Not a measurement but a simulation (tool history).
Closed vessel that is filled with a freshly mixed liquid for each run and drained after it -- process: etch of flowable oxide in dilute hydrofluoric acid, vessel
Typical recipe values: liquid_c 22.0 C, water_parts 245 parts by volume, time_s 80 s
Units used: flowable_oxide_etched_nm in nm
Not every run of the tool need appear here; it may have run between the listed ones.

run   hour  liquid_c  water_parts  time_s  wafers since the last listed run  hours since the thermometer was replaced  hours since the hydrofluoric acid flow meter was replaced  hours since the gauge calibration  read-back film thickness of the flowable oxide reference wafer, read on the same gauge (nm)  flowable_oxide_etched_nm
  1    0.0      22.0          245      95                                 0                                    2949.2                                                     1777.0                              545.3                                                                                       139.94                      6.56
  2   34.0      22.0          245      95                              2495                                    2983.2                                                     1811.0                              579.3                                                                                       140.04                      6.60
  3   67.6      22.0          245      95                              2466                                    3016.8                                                     1844.6                              612.9                                                                                       140.00                      6.58
  4   95.9      24.5          195      80                              2077                                    3045.1                                                     1872.9                              641.2                                                                                       140.01                      7.98
  5  116.5      22.0          150      80                              1511                                    3065.7                                                     1893.5                              661.8                                                                                       139.99                      9.89
  6  135.3      22.0          150      80                              1379                                    3084.5                                                     1912.3                              680.6                                                                                       140.00                      9.93
  7  151.3      20.5          245      80                              1174                                    3100.5                                                     1928.3                              696.6                                                                                       139.96                      5.19
  8  181.7      20.5          245      80                              2231                                    3130.9                                                     1958.7                              727.0                                                                                       139.99                      5.14
     200.1  -- thermometer replaced
     209.6  -- gauge calibrated
  9  210.5      18.5          245      65                              2040                                      10.4                                                     1987.5                                0.9                                                                                       139.96                      4.30
 10  243.4      18.5          245      65                              2414                                      43.3                                                     2020.4                               33.8                                                                                       140.01                      4.29
 11  263.7      18.5          245      65                              1489                                      63.6                                                     2040.7                               54.1                                                                                       140.01                      4.31
 12  285.7      22.0          245      80                              1614                                      85.6                                                     2062.7                               76.1                                                                                       139.98                      6.00
 13  312.1      22.0          245      80                              1937                                     112.0                                                     2089.1                              102.5                                                                                       140.04                      6.00
 14  334.2      22.0          245      80                              1622                                     134.1                                                     2111.2                              124.6                                                                                       140.05                      5.96
 15  360.6      19.5          245      80                              1937                                     160.5                                                     2137.6                              151.0                                                                                       140.03                      5.42
 16  382.7      22.0          245      95                              1622                                     182.6                                                     2159.7                              173.1                                                                                       140.02                      7.05

The next listed run, before its measurement:
 17  413.5      22.0          170      80                              2260                                     213.4                                                     2190.5                              203.9                                                                                            ?                         ?

Run 17 yielded read-back film thickness of the flowable oxide reference wafer, read on the same gauge (nm) 139.98, flowable_oxide_etched_nm 9.29 nm.
If the tool had no hidden condition, the same run with the same run-to-run variation would have returned flowable_oxide_etched_nm 11.11 nm.
